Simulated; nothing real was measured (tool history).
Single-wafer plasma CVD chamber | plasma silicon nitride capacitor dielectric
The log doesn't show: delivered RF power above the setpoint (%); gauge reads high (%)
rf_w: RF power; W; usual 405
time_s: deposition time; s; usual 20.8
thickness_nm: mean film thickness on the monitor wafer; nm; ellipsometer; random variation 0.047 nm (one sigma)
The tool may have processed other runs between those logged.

run,day,rf_w,time_s,wafers since the last listed run,hours since the last RF generator calibration,hours since the showerhead was replaced,hours since the gauge calibration,"read-back reference wafer on the same gauge, thickness_nm",thickness_nm
1,0.000,405,20.8,0,2029.3,4770.2,95.1,26.485,25.989
2,0.521,405,20.8,239,2041.8,4782.7,107.6,26.497,25.989
3,1.133,405,20.8,281,2056.5,4797.4,122.3,26.494,25.864
4,2.158,405,20.8,470,2081.1,4822.0,146.9,26.515,26.005
5,2.917,405,20.8,348,2099.3,4840.2,165.1,26.507,25.996
6,3.950,405,20.8,474,2124.1,4865.0,189.9,26.511,25.965
7,4.792,405,20.8,386,2144.3,4885.2,210.1,26.492,25.912
8,5.912,455,17.9,514,2171.2,4912.1,237.0,26.493,23.413
9,6.888,405,18.8,447,2194.6,4935.5,260.4,26.500,23.401
10,8.212,405,20.8,608,2226.4,4967.3,292.2,26.493,25.939
11,8.788,405,20.8,264,2240.2,4981.1,306.0,26.509,25.926
12,9.438,405,20.8,298,2255.8,4996.7,321.6,26.507,25.983
# day 9.846: showerhead replaced
13,10.804,470,17.5,474,2288.6,23.0,354.4,26.500,23.230
14,11.721,430,18.3,420,2310.6,45.0,376.4,26.497,23.361
# day 12.375: gauge calibrated
15,12.542,435,16.9,376,2330.3,64.7,4.0,26.498,21.754
16,13.354,440,23.4,373,2349.8,84.2,23.5,26.504,30.214
17,15.142,405,20.8,820,2392.7,127.1,66.4,26.484,25.903
18,16.025,330,20.8,405,2413.9,148.3,87.6,26.489,23.553
19,16.596,435,24.9,262,2427.6,162.0,101.3,26.496,32.020
# day 16.992: RF generator calibrated
20,17.667,360,23.7,338,16.2,187.7,127.0,26.486,29.153
21,19.029,325,19.8,625,48.9,220.4,159.7,26.493,23.191
22,20.438,435,23.5,646,82.7,254.2,193.5,26.488,31.396
23,20.971,430,20.8,244,95.5,267.0,206.3,26.503,27.560
24,23.142,405,20.8,996,147.6,319.1,258.4,26.496,26.863
25,24.396,405,18.7,575,177.7,349.2,288.5,26.502,24.108

Hidden condition of the tool, last listed run before each entry between runs versus first listed run after:
Runs 12 to 13: showerhead replaced (day 9.846)
  delivered RF power above the setpoint (%): -8.84 -> -8.86
  difference, measured minus the result without the unlogged condition, thickness_nm: -1.086 -> -0.974 nm
Runs 14 to 15: gauge calibrated (day 12.375)
  delivered RF power above the setpoint (%): -8.87 -> -8.88
  difference, measured minus the result without the unlogged condition, thickness_nm: -0.981 -> -0.915 nm
Runs 19 to 20: RF generator calibrated (day 16.992)
  delivered RF power above the setpoint (%): -8.94 -> -0.372
  difference, measured minus the result without the unlogged condition, thickness_nm: -1.357 -> -0.047 nm

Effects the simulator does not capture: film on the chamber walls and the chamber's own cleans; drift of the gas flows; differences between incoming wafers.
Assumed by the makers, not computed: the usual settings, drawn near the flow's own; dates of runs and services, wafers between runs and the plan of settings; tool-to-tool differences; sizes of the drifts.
